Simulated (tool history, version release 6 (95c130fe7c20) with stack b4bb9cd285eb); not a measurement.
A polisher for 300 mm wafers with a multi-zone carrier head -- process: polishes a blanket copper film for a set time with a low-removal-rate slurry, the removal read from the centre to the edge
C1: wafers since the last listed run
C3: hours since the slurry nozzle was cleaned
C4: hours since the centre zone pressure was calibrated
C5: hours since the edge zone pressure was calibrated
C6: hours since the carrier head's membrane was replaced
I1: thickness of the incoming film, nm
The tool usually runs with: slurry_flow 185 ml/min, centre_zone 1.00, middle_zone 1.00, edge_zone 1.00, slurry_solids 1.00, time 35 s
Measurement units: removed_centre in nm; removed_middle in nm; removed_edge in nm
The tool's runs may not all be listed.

{"run": 1, "day": 0.0, "slurry_flow": 225, "centre_zone": 0.93, "middle_zone": 1.0, "edge_zone": 1.0, "slurry_solids": 1.1, "time": 35, "C1": 0, "wafers polished on this pad": 4, "C3": 472.2, "C4": 92.4, "C5": 29.3, "C6": 1188.4, "I1": 1450.6, "removed_centre": 86.4, "removed_middle": 92.5, "removed_edge": 90.1}
{"run": 2, "day": 1.196, "slurry_flow": 185, "centre_zone": 1.0, "middle_zone": 0.89, "edge_zone": 1.0, "slurry_solids": 1.0, "time": 47, "C1": 252, "wafers polished on this pad": 257, "C3": 500.9, "C4": 121.1, "C5": 58.0, "C6": 1217.1, "I1": 1414.2, "removed_centre": 110.6, "removed_middle": 103.7, "removed_edge": 118.0}
{"run": 3, "day": 2.533, "slurry_flow": 185, "centre_zone": 1.0, "middle_zone": 1.0, "edge_zone": 0.89, "slurry_solids": 1.0, "time": 35, "C1": 282, "wafers polished on this pad": 539, "C3": 533.0, "C4": 153.2, "C5": 90.1, "C6": 1249.2, "I1": 1456.9, "removed_centre": 79.9, "removed_middle": 82.5, "removed_edge": 82.5}
{"day": 3.242, "done": "slurry nozzle cleaned"}
{"run": 4, "day": 3.65, "slurry_flow": 185, "centre_zone": 1.0, "middle_zone": 0.93, "edge_zone": 1.0, "slurry_solids": 1.0, "time": 35, "C1": 226, "wafers polished on this pad": 766, "C3": 9.8, "C4": 180.0, "C5": 116.9, "C6": 1276.0, "I1": 1463.9, "removed_centre": 95.7, "removed_middle": 90.4, "removed_edge": 96.8}
{"run": 5, "day": 4.979, "slurry_flow": 130, "centre_zone": 1.1, "middle_zone": 1.0, "edge_zone": 1.0, "slurry_solids": 1.1, "time": 26, "C1": 280, "wafers polished on this pad": 1046, "C3": 41.7, "C4": 211.9, "C5": 148.8, "C6": 1307.9, "I1": 1423.5, "removed_centre": 72.9, "removed_middle": 67.2, "removed_edge": 68.4}
{"run": 6, "day": 6.112, "slurry_flow": 185, "centre_zone": 1.07, "middle_zone": 0.88, "edge_zone": 1.0, "slurry_solids": 1.0, "time": 35, "C1": 239, "wafers polished on this pad": 1286, "C3": 68.9, "C4": 239.1, "C5": 176.0, "C6": 1335.1, "I1": 1462.8, "removed_centre": 101.5, "removed_middle": 86.0, "removed_edge": 94.2}
{"day": 7.421, "done": "carrier head's membrane replaced by a new one"}
{"run": 7, "day": 7.442, "slurry_flow": 185, "centre_zone": 1.1, "middle_zone": 1.0, "edge_zone": 1.0, "slurry_solids": 1.0, "time": 45, "C1": 236, "wafers polished on this pad": 1522, "C3": 100.8, "C4": 271.0, "C5": 207.9, "C6": 0.5, "I1": 1450.9, "removed_centre": 134.4, "removed_middle": 121.6, "removed_edge": 122.1}
{"run": 8, "day": 8.15, "slurry_flow": 185, "centre_zone": 0.91, "middle_zone": 1.0, "edge_zone": 1.0, "slurry_solids": 1.0, "time": 43, "C1": 149, "wafers polished on this pad": 1672, "C3": 117.8, "C4": 288.0, "C5": 224.9, "C6": 17.5, "I1": 1427.6, "removed_centre": 103.8, "removed_middle": 116.1, "removed_edge": 115.6}
{"run": 9, "day": 8.717, "slurry_flow": 185, "centre_zone": 1.1, "middle_zone": 0.97, "edge_zone": 1.0, "slurry_solids": 1.0, "time": 35, "C1": 119, "wafers polished on this pad": 1792, "C3": 131.4, "C4": 301.6, "C5": 238.5, "C6": 31.1, "I1": 1450.0, "removed_centre": 104.0, "removed_middle": 91.5, "removed_edge": 92.6}
{"day": 10.892, "done": "worn pad replaced by a new one"}
{"run": 10, "day": 11.238, "slurry_flow": 185, "centre_zone": 1.0, "middle_zone": 1.0, "edge_zone": 1.0, "slurry_solids": 1.0, "time": 35, "C1": 496, "wafers polished on this pad": 73, "C3": 191.9, "C4": 362.1, "C5": 299.0, "C6": 91.6, "I1": 1447.5, "removed_centre": 91.6, "removed_middle": 92.6, "removed_edge": 93.1}
{"run": 11, "day": 11.942, "slurry_flow": 185, "centre_zone": 1.04, "middle_zone": 1.0, "edge_zone": 1.0, "slurry_solids": 0.75, "time": 35, "C1": 148, "wafers polished on this pad": 222, "C3": 208.8, "C4": 379.0, "C5": 315.9, "C6": 108.5, "I1": 1452.0, "removed_centre": 89.6, "removed_middle": 86.6, "removed_edge": 86.6}
{"run": 12, "day": 12.508, "slurry_flow": 185, "centre_zone": 1.05, "middle_zone": 1.0, "edge_zone": 1.0, "slurry_solids": 1.0, "time": 35, "C1": 119, "wafers polished on this pad": 341, "C3": 222.4, "C4": 392.6, "C5": 329.5, "C6": 122.1, "I1": 1445.2, "removed_centre": 95.2, "removed_middle": 91.2, "removed_edge": 94.5}
{"run": 13, "day": 13.933, "slurry_flow": 140, "centre_zone": 0.93, "middle_zone": 1.0, "edge_zone": 1.0, "slurry_solids": 1.3, "time": 35, "C1": 300, "wafers polished on this pad": 642, "C3": 256.6, "C4": 426.8, "C5": 363.7, "C6": 156.3, "I1": 1419.8, "removed_centre": 82.1, "removed_middle": 91.2, "removed_edge": 92.5}
{"run": 14, "day": 14.817, "slurry_flow": 125, "centre_zone": 0.91, "middle_zone": 1.0, "edge_zone": 1.0, "slurry_solids": 1.0, "time": 35, "C1": 186, "wafers polished on this pad": 828, "C3": 277.8, "C4": 448.0, "C5": 384.9, "C6": 177.5, "I1": 1452.5, "removed_centre": 70.5, "removed_middle": 81.4, "removed_edge": 85.1}
{"run": 15, "day": 15.608, "slurry_flow": 155, "centre_zone": 0.92, "middle_zone": 1.09, "edge_zone": 0.89, "slurry_solids": 1.0, "time": 35, "C1": 167, "wafers polished on this pad": 996, "C3": 296.8, "C4": 467.0, "C5": 403.9, "C6": 196.5, "I1": 1467.7, "removed_centre": 78.0, "removed_middle": 93.2, "removed_edge": 83.7}
{"run": 16, "day": 16.129, "slurry_flow": 185, "centre_zone": 1.0, "middle_zone": 1.0, "edge_zone": 1.0, "slurry_solids": 1.0, "time": 35, "C1": 109, "wafers polished on this pad": 1106, "C3": 309.3, "C4": 479.5, "C5": 416.4, "C6": 209.0, "I1": 1433.4, "removed_centre": 89.3, "removed_middle": 90.9, "removed_edge": 91.3}
{"run": 17, "day": 17.329, "slurry_flow": 185, "centre_zone": 1.0, "middle_zone": 1.0, "edge_zone": 1.0, "slurry_solids": 1.0, "time": 35, "C1": 253, "wafers polished on this pad": 1359, "C3": 338.1, "C4": 508.3, "C5": 445.2, "C6": 237.8, "I1": 1449.5, "removed_centre": 86.2, "removed_middle": 89.7, "removed_edge": 91.1}
{"day": 18.346, "done": "centre zone pressure recalibrated"}
{"run": 18, "day": 18.533, "slurry_flow": 185, "centre_zone": 1.0, "middle_zone": 1.0, "edge_zone": 1.0, "slurry_solids": 1.0, "time": 35, "C1": 236, "wafers polished on this pad": 1595, "C3": 367.0, "C4": 4.5, "C5": 474.1, "C6": 266.7, "I1": 1464.2, "removed_centre": 87.0, "removed_middle": 88.7, "removed_edge": 91.6}
{"run": 19, "day": 19.975, "slurry_flow": 185, "centre_zone": 1.04, "middle_zone": 1.0, "edge_zone": 1.0, "slurry_solids": 1.0, "time": 35, "C1": 304, "wafers polished on this pad": 1900, "C3": 401.6, "C4": 39.1, "C5": 508.7, "C6": 301.3, "I1": 1459.1, "removed_centre": 91.1, "removed_middle": 88.5, "removed_edge": 90.4}

What will run 20 give?
{"run": 20, "day": 20.567, "slurry_flow": 185, "centre_zone": 0.93, "middle_zone": 1.0, "edge_zone": 0.93, "slurry_solids": 1.0, "time": 35, "C1": 124, "wafers polished on this pad": 2025, "C3": 415.8, "C4": 53.3, "C5": 522.9, "C6": 315.5, "I1": 1466.6, "removed_centre": "?", "removed_middle": "?", "removed_edge": "?"}

Run 20 measured removed_centre 81.1 nm, removed_middle 87.8 nm, removed_edge 85.5 nm.
With no hidden state in the tool, this same run would have given removed_centre 91.2 nm, removed_middle 97.3 nm, removed_edge 92.1 nm.
